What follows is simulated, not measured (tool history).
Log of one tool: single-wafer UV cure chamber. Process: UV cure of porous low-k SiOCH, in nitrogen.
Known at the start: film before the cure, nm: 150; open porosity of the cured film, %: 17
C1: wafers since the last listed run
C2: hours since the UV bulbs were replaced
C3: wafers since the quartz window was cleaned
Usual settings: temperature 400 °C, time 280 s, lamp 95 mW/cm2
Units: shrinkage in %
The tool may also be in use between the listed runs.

run 1 hour=0 | temperature=400 time=280 lamp=95 | C1=0 C2=2766 C3=1462 | shrinkage=11.957
run 2 hour=14.1 | temperature=400 time=280 lamp=95 | C1=98 C2=2780.1 C3=1560 | shrinkage=11.684
run 3 hour=27.4 | temperature=400 time=280 lamp=95 | C1=92 C2=2793.4 C3=1652 | shrinkage=11.759
run 4 hour=42.8 | temperature=400 time=280 lamp=95 | C1=107 C2=2808.8 C3=1759 | shrinkage=11.553
run 5 hour=49.8 | temperature=400 time=280 lamp=95 | C1=48 C2=2815.8 C3=1808 | shrinkage=11.593
run 6 hour=60 | temperature=400 time=215 lamp=95 | C1=70 C2=2826 C3=1879 | shrinkage=10.535
run 7 hour=70.6 | temperature=400 time=215 lamp=95 | C1=73 C2=2836.6 C3=1952 | shrinkage=10.408
run 8 hour=88.1 | temperature=400 time=280 lamp=80 | C1=121 C2=2854.1 C3=2074 | shrinkage=10.876
run 9 hour=94.4 | temperature=400 time=280 lamp=80 | C1=43 C2=2860.4 C3=2118 | shrinkage=10.985
run 10 hour=108.8 | temperature=385 time=280 lamp=95 | C1=100 C2=2874.8 C3=2218 | shrinkage=11.182
run 11 hour=122.5 | temperature=385 time=280 lamp=95 | C1=95 C2=2888.5 C3=2313 | shrinkage=11.136
run 12 hour=136.2 | temperature=385 time=280 lamp=95 | C1=95 C2=2902.2 C3=2408 | shrinkage=11.371
run 13 hour=149.2 | temperature=400 time=405 lamp=95 | C1=90 C2=2915.2 C3=2499 | shrinkage=12.77
run 14 hour=162.4 | temperature=400 time=405 lamp=95 | C1=91 C2=2928.4 C3=2591 | shrinkage=13.106
run 15 hour=171.1 | temperature=400 time=405 lamp=95 | C1=60 C2=2937.1 C3=2651 | shrinkage=13.025
run 16 hour=179 | temperature=400 time=280 lamp=84 | C1=54 C2=2945 C3=2706 | shrinkage=11.144
run 17 hour=191.7 | temperature=400 time=280 lamp=84 | C1=88 C2=2957.7 C3=2794 | shrinkage=10.946
run 18 hour=197.8 | temperature=400 time=280 lamp=95 | C1=42 C2=2963.8 C3=2837 | shrinkage=11.51
run 19 hour=204.9 | temperature=400 time=280 lamp=95 | C1=49 C2=2970.9 C3=2886 | shrinkage=11.196
-- hour=215.9 UV bulbs replaced
run 20 hour=216.4 | temperature=400 time=415 lamp=95 | C1=24 C2=0.5 C3=2910 | shrinkage=13.148
run 21 hour=228 | temperature=400 time=280 lamp=95 | C1=80 C2=12.1 C3=2991 | shrinkage=11.695
run 22 hour=239.4 | temperature=400 time=280 lamp=95 | C1=79 C2=23.5 C3=3070 | shrinkage=11.544
run 23 hour=253 | temperature=400 time=280 lamp=95 | C1=94 C2=37.1 C3=3165 | shrinkage=11.472
run 24 hour=265.4 | temperature=414 time=410 lamp=118 | C1=86 C2=49.5 C3=3251 | shrinkage=14.212
run 25 hour=274.7 | temperature=400 time=280 lamp=70 | C1=64 C2=58.8 C3=3316 | shrinkage=9.728
run 26 hour=285.8 | temperature=391 time=170 lamp=127 | C1=77 C2=69.9 C3=3393 | shrinkage=10.35
run 27 hour=302.8 | temperature=400 time=140 lamp=56 | C1=118 C2=86.9 C3=3511 | shrinkage=6.198
run 28 hour=327.1 | temperature=400 time=280 lamp=80 | C1=168 C2=111.2 C3=3680 | shrinkage=10.66
run 29 hour=336.8 | temperature=400 time=360 lamp=73 | C1=67 C2=120.9 C3=3747 | shrinkage=11.251
run 30 hour=350.8 | temperature=390 time=280 lamp=109 | C1=97 C2=134.9 C3=3844 | shrinkage=12.088
-- hour=361.8 quartz window cleaned
run 31 hour=362.3 | temperature=400 time=280 lamp=95 | C1=24 C2=146.4 C3=3 | shrinkage=12.713
run 32 hour=374.6 | temperature=415 time=125 lamp=95 | C1=85 C2=158.7 C3=88 | shrinkage=9.111
run 33 hour=385.6 | temperature=387 time=280 lamp=95 | C1=76 C2=169.7 C3=165 | shrinkage=12.185
run 34 hour=398.6 | temperature=400 time=280 lamp=95 | C1=90 C2=182.7 C3=255 | shrinkage=12.319
run 35 hour=414 | temperature=400 time=280 lamp=107 | C1=107 C2=198.1 C3=362 | shrinkage=12.864
run 36 hour=425.5 | temperature=400 time=165 lamp=57 | C1=79 C2=209.6 C3=442 | shrinkage=7.578
run 37 hour=437 | temperature=411 time=280 lamp=95 | C1=79 C2=221.1 C3=522 | shrinkage=12.347
run 38 hour=452 | temperature=400 time=280 lamp=95 | C1=104 C2=236.1 C3=626 | shrinkage=12.399
run 39 hour=472.2 | temperature=400 time=170 lamp=110 | C1=140 C2=256.3 C3=767 | shrinkage=10.371
run 40 hour=478.6 | temperature=400 time=330 lamp=60 | C1=44 C2=262.7 C3=811 | shrinkage=10.587

Forecast each of these 5 alternatives for the next run:
run A hour=479.1 | temperature=400 time=280 lamp=95 | C1=3 C2=263.2 C3=815 | shrinkage=?
run B hour=479.1 | temperature=394 time=130 lamp=95 | C1=3 C2=263.2 C3=815 | shrinkage=?
run C hour=479.1 | temperature=400 time=420 lamp=95 | C1=3 C2=263.2 C3=815 | shrinkage=?
run D hour=479.1 | temperature=394 time=280 lamp=95 | C1=3 C2=263.2 C3=815 | shrinkage=?
run E hour=479.1 | temperature=400 time=280 lamp=68 | C1=3 C2=263.2 C3=815 | shrinkage=?

run=A shrinkage=12.087
run=B shrinkage=8.659
run=C shrinkage=13.964
run=D shrinkage=11.981
run=E shrinkage=10.594
Without the tool's hidden state the same runs would have given:
run=A shrinkage=12.595
run=B shrinkage=9.12
run=C shrinkage=14.487
run=D shrinkage=12.488
run=E shrinkage=11.084

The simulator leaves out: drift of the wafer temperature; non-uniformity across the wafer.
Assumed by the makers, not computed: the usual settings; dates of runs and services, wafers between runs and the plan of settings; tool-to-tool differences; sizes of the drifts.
